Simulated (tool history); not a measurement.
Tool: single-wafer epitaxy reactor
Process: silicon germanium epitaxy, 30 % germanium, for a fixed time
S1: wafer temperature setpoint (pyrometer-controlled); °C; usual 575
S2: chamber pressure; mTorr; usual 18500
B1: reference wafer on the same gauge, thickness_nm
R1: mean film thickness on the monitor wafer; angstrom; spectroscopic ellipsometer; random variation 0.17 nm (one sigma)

run	day	S1	S2	B1	R1
1	0	575	16900	27.213	295.33
2	1.192	575	18500	27.254	309.72
3	1.804	575	18500	27.198	312.96
4	2.325	575	18500	27.242	314.53
5	3.433	575	18500	27.192	312.71
# day 3.471: gauge calibrated
6	4.879	575	18500	27.176	312.59
7	5.408	575	18500	27.236	310.05
8	7.746	575	18500	27.163	312.58
# day 8.579: capacitance manometer re-zeroed and calibrated
9	8.633	575	18500	27.187	336.22
10	9.317	575	18500	27.203	329.74
11	10.667	575	18500	27.176	331.37
12	11.95	586	16100	27.211	381.4
13	12.467	569	13900	27.206	263.59
14	13.396	575	18500	27.209	333.27
# day 13.796: pyrometer calibrated
15	13.967	575	18500	27.147	332.12
16	14.825	588	15400	27.128	380.95
# day 15.5: showerhead replaced
17	15.521	575	18500	27.212	330.11
18	16.492	575	21100	27.188	352.65
19	17.271	580	15000	27.241	327.94
20	18.179	575	16700	27.18	315.24
21	19.333	579	16500	27.182	335.05
# day 19.792: capacitance manometer re-zeroed and calibrated, repeated, since the last time left the tool worse
22	20.175	590	20800	27.284	432.95
23	20.783	570	20900	27.218	308.64
24	21.738	575	18500	27.2	319.57
25	23.179	575	18500	27.251	319.91
26	23.95	575	18500	27.227	315.64
27	24.671	588	14400	27.232	349.62
28	25.988	571	22800	27.151	323.3
29	26.575	569	16500	27.196	271.48
30	27.317	575	18500	27.255	315.9
31	28.071	575	18500	27.164	314.55
32	28.667	583	20100	27.222	374.97
33	29.558	575	18500	27.161	312.3
34	30.688	587	21600	27.139	410.98
35	31.671	580	20100	27.212	356.96

Forecast each of these 4 alternatives for the next run:
A	31.688	575	17300	?	?
B	31.688	562	16100	?	?
C	31.688	563	14400	?	?
D	31.688	566	22400	?	?

run	B1	R1
A	27.239	305.47
B	27.239	235.89
C	27.239	228.19
D	27.239	292.95
Without the tool's hidden state the same runs would have given:
run	R1
A	309.55
B	239.03
C	231.24
D	296.85
